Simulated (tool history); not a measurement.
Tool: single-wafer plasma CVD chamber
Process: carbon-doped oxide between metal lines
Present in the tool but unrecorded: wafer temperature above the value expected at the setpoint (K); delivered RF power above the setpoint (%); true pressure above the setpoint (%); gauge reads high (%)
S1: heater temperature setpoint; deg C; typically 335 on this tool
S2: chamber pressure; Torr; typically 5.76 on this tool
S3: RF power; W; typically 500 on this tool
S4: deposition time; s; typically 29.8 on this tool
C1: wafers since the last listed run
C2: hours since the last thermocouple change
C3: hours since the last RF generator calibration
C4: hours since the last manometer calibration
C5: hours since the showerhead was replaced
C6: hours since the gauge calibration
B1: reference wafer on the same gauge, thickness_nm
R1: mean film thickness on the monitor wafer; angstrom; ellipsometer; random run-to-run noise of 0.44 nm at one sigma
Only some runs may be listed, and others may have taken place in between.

run 1 hour=0 | S1=335 S2=5.76 S3=500 S4=31.9 | C1=0 C2=803.1 C3=1928.3 C4=1182 C5=7620.6 C6=409.4 | B1=130.069 | R1=1592.62
run 2 hour=77.1 | S1=335 S2=5.76 S3=500 S4=31.9 | C1=2798 C2=880.2 C3=2005.4 C4=1259.1 C5=7697.7 C6=486.5 | B1=130.02 | R1=1595.36
run 3 hour=267.8 | S1=335 S2=5.76 S3=500 S4=31.9 | C1=6922 C2=1070.9 C3=2196.1 C4=1449.8 C5=7888.4 C6=677.2 | B1=129.908 | R1=1594.69
run 4 hour=349.6 | S1=335 S2=5.76 S3=500 S4=29.8 | C1=2969 C2=1152.7 C3=2277.9 C4=1531.6 C5=7970.2 C6=759 | B1=129.946 | R1=1511.05
run 5 hour=456 | S1=335 S2=5.76 S3=500 S4=29.8 | C1=3862 C2=1259.1 C3=2384.3 C4=1638 C5=8076.6 C6=865.4 | B1=130.048 | R1=1502.86
-- hour=484.3 thermocouple changed; heater temperature recalibrated
run 6 hour=523.1 | S1=335 S2=5.76 S3=500 S4=29.8 | C1=2145 C2=38.8 C3=2451.4 C4=1705.1 C5=8143.7 C6=932.5 | B1=129.837 | R1=1449.43
-- hour=533.6 showerhead replaced
run 7 hour=563 | S1=335 S2=5.41 S3=500 S4=34.2 | C1=1157 C2=78.7 C3=2491.3 C4=1745 C5=29.4 C6=972.4 | B1=130.056 | R1=1627.54
run 8 hour=640.9 | S1=335 S2=5.76 S3=500 S4=29.8 | C1=2827 C2=156.6 C3=2569.2 C4=1822.9 C5=107.3 C6=1050.3 | B1=130.039 | R1=1449.3
-- hour=744.2 capacitance manometer re-zeroed and calibrated
run 9 hour=747.7 | S1=335 S2=4.93 S3=500 S4=31.9 | C1=3586 C2=263.4 C3=2676 C4=3.5 C5=214.1 C6=1157.1 | B1=130.005 | R1=1492.26
-- hour=764.4 RF generator calibrated
run 10 hour=845.8 | S1=340 S2=6.35 S3=435 S4=24.3 | C1=3270 C2=361.5 C3=81.4 C4=101.6 C5=312.2 C6=1255.2 | B1=130.012 | R1=1060.3
-- hour=855.4 thermocouple changed; heater temperature recalibrated, repeated, since the last time left the tool worse
run 11 hour=937.9 | S1=335 S2=5.76 S3=500 S4=29.8 | C1=3052 C2=82.5 C3=173.5 C4=193.7 C5=404.3 C6=1347.3 | B1=130.131 | R1=1482.43
run 12 hour=987.6 | S1=335 S2=5.76 S3=500 S4=29.8 | C1=1804 C2=132.2 C3=223.2 C4=243.4 C5=454 C6=1397 | B1=130.035 | R1=1476.75
run 13 hour=1091.2 | S1=335 S2=5.76 S3=500 S4=29.8 | C1=3760 C2=235.8 C3=326.8 C4=347 C5=557.6 C6=1500.6 | B1=129.958 | R1=1478.08
-- hour=1138.6 gauge calibrated
run 14 hour=1192.7 | S1=335 S2=5.76 S3=500 S4=27.8 | C1=3684 C2=337.3 C3=428.3 C4=448.5 C5=659.1 C6=54.1 | B1=129.967 | R1=1385.43
run 15 hour=1292.9 | S1=325 S2=5.76 S3=425 S4=33.2 | C1=3637 C2=437.5 C3=528.5 C4=548.7 C5=759.3 C6=154.3 | B1=129.989 | R1=1487.79
run 16 hour=1390 | S1=347 S2=6.64 S3=500 S4=29.8 | C1=3524 C2=534.6 C3=625.6 C4=645.8 C5=856.4 C6=251.4 | B1=129.954 | R1=1461.92
run 17 hour=1497.8 | S1=335 S2=4.9 S3=555 S4=27 | C1=3913 C2=642.4 C3=733.4 C4=753.6 C5=964.2 C6=359.2 | B1=130.05 | R1=1396.42

Below, some changes in R1 between adjacent runs. For each, the amount present without the hidden state too (settings, incoming material, random variation) and the amount remaining for the hidden state with gauge scatter not shared by both compared results:
Run 5 -> 6: thermocouple changed; heater temperature recalibrated. R1 -53.43 angstrom: hidden state -51.59, all else -1.84.
Run 9 -> 10: S1 335 -> 340, S2 4.93 -> 6.35, S3 500 -> 435, S4 31.9 -> 24.3, RF generator calibrated. R1 -431.96 angstrom: hidden state +11.24, all else -443.2.

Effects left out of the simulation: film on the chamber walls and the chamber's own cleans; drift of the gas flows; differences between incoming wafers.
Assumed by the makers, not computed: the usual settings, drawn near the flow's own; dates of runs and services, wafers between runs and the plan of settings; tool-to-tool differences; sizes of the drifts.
